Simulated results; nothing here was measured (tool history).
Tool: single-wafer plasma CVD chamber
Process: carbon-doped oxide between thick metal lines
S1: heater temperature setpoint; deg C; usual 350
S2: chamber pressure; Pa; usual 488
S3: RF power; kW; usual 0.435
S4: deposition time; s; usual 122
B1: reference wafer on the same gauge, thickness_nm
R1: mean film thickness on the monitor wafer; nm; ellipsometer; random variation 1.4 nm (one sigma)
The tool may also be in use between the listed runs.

run,hour,S1,S2,S3,S4,B1,R1
1,0,350,523,0.435,122,621.709,541.846
2,37.8,340,488,0.435,122,621.173,545.589
3,106.9,340,488,0.435,122,621.402,547.667
4,158,358,488,0.435,122,621.735,527.476
5,208.9,358,488,0.435,122,621.72,526.741
6,465.7,358,488,0.435,122,621.882,526.101
7,550.1,350,488,0.455,122,622.278,549.443
# hour 755: gauge calibrated
8,761.9,341,571,0.435,122,621.448,561.771
9,859.9,341,571,0.435,122,622.616,565.064
10,913,350,488,0.435,122,622.172,533.474
# hour 1014: capacitance manometer re-zeroed and calibrated
11,1014.5,350,488,0.435,122,621.897,533.131
12,1112.9,350,381,0.47,144,622.302,634.65
13,1199.2,350,488,0.455,122,621.676,549.995
14,1288.1,350,488,0.515,122,621.657,594.981
15,1336.5,350,523,0.435,122,622.086,541.427
# hour 1364.9: RF generator calibrated
# hour 1420.6: showerhead replaced
# hour 1429.5: thermocouple changed; heater temperature recalibrated
16,1443.1,357,488,0.4,122,621.921,492.388
17,1529.7,350,555,0.435,122,621.723,551.035
18,1589.5,350,488,0.435,122,622.243,531.42
19,1635.2,346,488,0.435,122,622.373,538.574
20,1681.8,350,488,0.435,116,622.435,504.099
21,1721,350,488,0.435,122,621.669,535.577
22,1802.6,364,409,0.435,122,621.638,501.105
23,1880.6,345,391,0.375,109,621.807,413.553

Forecast each of these 4 alternatives for the next run:
A,1881,350,488,0.435,135,?,?
B,1881,350,449,0.435,122,?,?
C,1881,362,488,0.385,122,?,?
D,1881,350,411,0.435,100,?,?

run,B1,R1
A,621.665,588.533
B,621.665,523.058
C,621.665,471.997
D,621.665,423.356
Without the tool's hidden state the same runs would have given:
run,R1
A,588.533
B,523.058
C,471.997
D,423.356
